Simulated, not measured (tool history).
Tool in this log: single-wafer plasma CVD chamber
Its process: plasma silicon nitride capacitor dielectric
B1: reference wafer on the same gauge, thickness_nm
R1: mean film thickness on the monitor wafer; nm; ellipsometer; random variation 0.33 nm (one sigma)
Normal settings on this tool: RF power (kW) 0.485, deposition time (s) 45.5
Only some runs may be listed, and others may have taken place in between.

{"run": 1, "day": 0.0, "RF power (kW)": 0.485, "deposition time (s)": 45.5, "B1": 79.523, "R1": 70.738}
{"run": 2, "day": 1.862, "RF power (kW)": 0.485, "deposition time (s)": 52.4, "B1": 79.536, "R1": 81.047}
{"run": 3, "day": 2.883, "RF power (kW)": 0.485, "deposition time (s)": 40.3, "B1": 79.567, "R1": 62.086}
{"run": 4, "day": 3.433, "RF power (kW)": 0.485, "deposition time (s)": 45.5, "B1": 79.457, "R1": 70.674}
{"run": 5, "day": 4.442, "RF power (kW)": 0.52, "deposition time (s)": 45.5, "B1": 79.493, "R1": 72.313}
{"run": 6, "day": 5.283, "RF power (kW)": 0.52, "deposition time (s)": 45.5, "B1": 79.561, "R1": 71.268}
{"run": 7, "day": 6.521, "RF power (kW)": 0.52, "deposition time (s)": 45.5, "B1": 79.503, "R1": 71.693}
{"day": 7.604, "done": "gauge calibrated"}
{"run": 8, "day": 7.704, "RF power (kW)": 0.485, "deposition time (s)": 45.5, "B1": 79.608, "R1": 70.659}
{"run": 9, "day": 8.533, "RF power (kW)": 0.485, "deposition time (s)": 45.5, "B1": 79.576, "R1": 70.713}
{"run": 10, "day": 9.362, "RF power (kW)": 0.485, "deposition time (s)": 45.5, "B1": 79.469, "R1": 70.328}
{"run": 11, "day": 10.654, "RF power (kW)": 0.485, "deposition time (s)": 45.5, "B1": 79.507, "R1": 70.529}
{"run": 12, "day": 11.412, "RF power (kW)": 0.485, "deposition time (s)": 45.5, "B1": 79.521, "R1": 71.018}
{"run": 13, "day": 11.946, "RF power (kW)": 0.485, "deposition time (s)": 45.5, "B1": 79.449, "R1": 71.506}
{"run": 14, "day": 12.621, "RF power (kW)": 0.415, "deposition time (s)": 54.5, "B1": 79.635, "R1": 81.424}
{"run": 15, "day": 13.846, "RF power (kW)": 0.52, "deposition time (s)": 49.1, "B1": 79.459, "R1": 77.055}
{"run": 16, "day": 14.754, "RF power (kW)": 0.485, "deposition time (s)": 50.7, "B1": 79.441, "R1": 77.957}
{"run": 17, "day": 15.775, "RF power (kW)": 0.54, "deposition time (s)": 48.3, "B1": 79.588, "R1": 76.91}
{"day": 16.683, "done": "showerhead replaced"}
{"run": 18, "day": 16.879, "RF power (kW)": 0.52, "deposition time (s)": 45.5, "B1": 79.578, "R1": 71.727}
{"day": 18.442, "done": "RF generator calibrated"}
{"run": 19, "day": 18.462, "RF power (kW)": 0.54, "deposition time (s)": 40.7, "B1": 79.476, "R1": 65.032}
{"run": 20, "day": 19.446, "RF power (kW)": 0.485, "deposition time (s)": 40.2, "B1": 79.584, "R1": 62.702}
{"run": 21, "day": 20.796, "RF power (kW)": 0.52, "deposition time (s)": 41.7, "B1": 79.5, "R1": 66.155}
{"run": 22, "day": 21.746, "RF power (kW)": 0.485, "deposition time (s)": 45.5, "B1": 79.605, "R1": 70.388}
{"run": 23, "day": 22.35, "RF power (kW)": 0.485, "deposition time (s)": 45.5, "B1": 79.502, "R1": 70.918}
{"day": 22.433, "done": "gauge calibrated"}
{"run": 24, "day": 23.829, "RF power (kW)": 0.485, "deposition time (s)": 45.5, "B1": 79.613, "R1": 70.729}
{"run": 25, "day": 24.879, "RF power (kW)": 0.44, "deposition time (s)": 40.8, "B1": 79.523, "R1": 61.501}

3 ways to go on from here, each from the tool as it stands after run 25. What would each give?
{"run": "A", "day": 24.896, "RF power (kW)": 0.485, "deposition time (s)": 48.6, "B1": "?", "R1": "?"}
{"run": "B", "day": 24.896, "RF power (kW)": 0.485, "deposition time (s)": 37.4, "B1": "?", "R1": "?"}
{"run": "C", "day": 24.896, "RF power (kW)": 0.4, "deposition time (s)": 49.9, "B1": "?", "R1": "?"}

run=A B1=79.429 R1=75.967
run=B B1=79.429 R1=58.460
run=C B1=79.429 R1=74.571
Without the tool's hidden state the same runs would have given:
run=A R1=75.967
run=B R1=58.460
run=C R1=74.571
